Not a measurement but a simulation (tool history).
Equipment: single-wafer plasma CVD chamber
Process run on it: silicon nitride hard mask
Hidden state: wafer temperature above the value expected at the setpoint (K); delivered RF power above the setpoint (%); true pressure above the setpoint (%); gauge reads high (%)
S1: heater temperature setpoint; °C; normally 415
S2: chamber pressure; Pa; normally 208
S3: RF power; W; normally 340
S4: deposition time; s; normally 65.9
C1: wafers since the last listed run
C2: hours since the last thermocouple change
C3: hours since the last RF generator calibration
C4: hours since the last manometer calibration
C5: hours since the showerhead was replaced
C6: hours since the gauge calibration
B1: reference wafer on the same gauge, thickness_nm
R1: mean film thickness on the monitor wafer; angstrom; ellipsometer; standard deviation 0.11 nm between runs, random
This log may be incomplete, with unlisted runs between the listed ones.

run	hour	S1	S2	S3	S4	C1	C2	C3	C4	C5	C6	B1	R1
1	0	415	208	340	65.9	0	1954.5	1520.7	2118.6	2515.9	142.3	73.708	687.3
2	11.4	415	208	340	65.9	208	1965.9	1532.1	2130	2527.3	153.7	73.679	685.08
3	25.3	415	208	340	65.9	253	1979.8	1546	2143.9	2541.2	167.6	73.739	683.82
4	41	415	208	340	65.9	286	1995.5	1561.7	2159.6	2556.9	183.3	73.702	684.92
# hour 50.6: capacitance manometer re-zeroed and calibrated
5	59	415	208	340	65.9	182	2013.5	1579.7	8.4	2574.9	201.3	73.743	683.14
6	73.8	415	208	340	65.9	270	2028.3	1594.5	23.2	2589.7	216.1	73.709	683.29
# hour 83.2: thermocouple changed; heater temperature recalibrated
7	88.4	415	208	340	65.9	120	5.2	1609.1	37.8	2604.3	230.7	73.706	682.27
# hour 89.4: gauge calibrated
# hour 98: RF generator calibrated
8	101.9	415	208	340	65.9	100	18.7	3.9	51.3	2617.8	12.5	73.699	706.63
9	108.9	415	208	340	65.9	127	25.7	10.9	58.3	2624.8	19.5	73.724	706.45
10	123.7	415	208	340	65.9	270	40.5	25.7	73.1	2639.6	34.3	73.693	705
11	141	415	208	340	65.9	315	57.8	43	90.4	2656.9	51.6	73.707	707.32
# hour 153.4: showerhead replaced
12	153.9	415	208	340	65.9	89	70.7	55.9	103.3	0.5	64.5	73.729	707.1
13	166.7	415	208	340	65.9	233	83.5	68.7	116.1	13.3	77.3	73.707	705.25
14	179.4	415	208	340	65.9	231	96.2	81.4	128.8	26	90	73.704	706.63
15	192.8	415	247	340	73	244	109.6	94.8	142.2	39.4	103.4	73.714	810.29
16	208	401	208	400	61.5	277	124.8	110	157.4	54.6	118.6	73.716	754.5
17	216.7	408	193	340	65.9	158	133.5	118.7	166.1	63.3	127.3	73.694	698.22
18	222.9	415	183	340	65.9	113	139.7	124.9	172.3	69.5	133.5	73.693	686.44
19	240.2	405	208	320	65.9	315	157	142.2	189.6	86.8	150.8	73.687	674.35
20	248.2	415	208	340	65.9	146	165	150.2	197.6	94.8	158.8	73.707	708.7
21	262.4	423	227	320	55.1	259	179.2	164.4	211.8	109	173	73.688	567.77
22	270.1	415	208	340	65.9	140	186.9	172.1	219.5	116.7	180.7	73.712	707.33
23	282.7	410	173	340	65.9	230	199.5	184.7	232.1	129.3	193.3	73.707	681.37
24	290.4	415	208	340	65.9	140	207.2	192.4	239.8	137	201	73.704	704.78
25	302.2	415	208	340	56.9	215	219	204.2	251.6	148.8	212.8	73.69	610.02
# hour 302.3: gauge calibrated
26	309.3	415	208	340	56.9	129	226.1	211.3	258.7	155.9	7	73.694	611.54
27	317.5	401	208	305	70.5	149	234.3	219.5	266.9	164.1	15.2	73.703	689.28
28	325.5	415	187	340	65.9	146	242.3	227.5	274.9	172.1	23.2	73.708	690.68

Each row is a separate what-if for the run after 28, all from the same tool condition, not one after another. Results?
A	325.9	427	208	340	65.9	7	242.7	227.9	275.3	172.5	23.6	?	?
B	325.9	415	208	340	69.6	7	242.7	227.9	275.3	172.5	23.6	?	?
C	325.9	420	208	340	65.9	7	242.7	227.9	275.3	172.5	23.6	?	?
D	325.9	400	180	340	65.9	7	242.7	227.9	275.3	172.5	23.6	?	?
E	325.9	415	224	395	77.1	7	242.7	227.9	275.3	172.5	23.6	?	?

run	B1	R1
A	73.657	702.65
B	73.657	745.54
C	73.657	704.6
D	73.657	688.52
E	73.657	944.63
Stripped of hidden state, with their random variation kept, the same runs would have yielded:
run	R1
A	709.51
B	752.82
C	711.48
D	695.25
E	953.18

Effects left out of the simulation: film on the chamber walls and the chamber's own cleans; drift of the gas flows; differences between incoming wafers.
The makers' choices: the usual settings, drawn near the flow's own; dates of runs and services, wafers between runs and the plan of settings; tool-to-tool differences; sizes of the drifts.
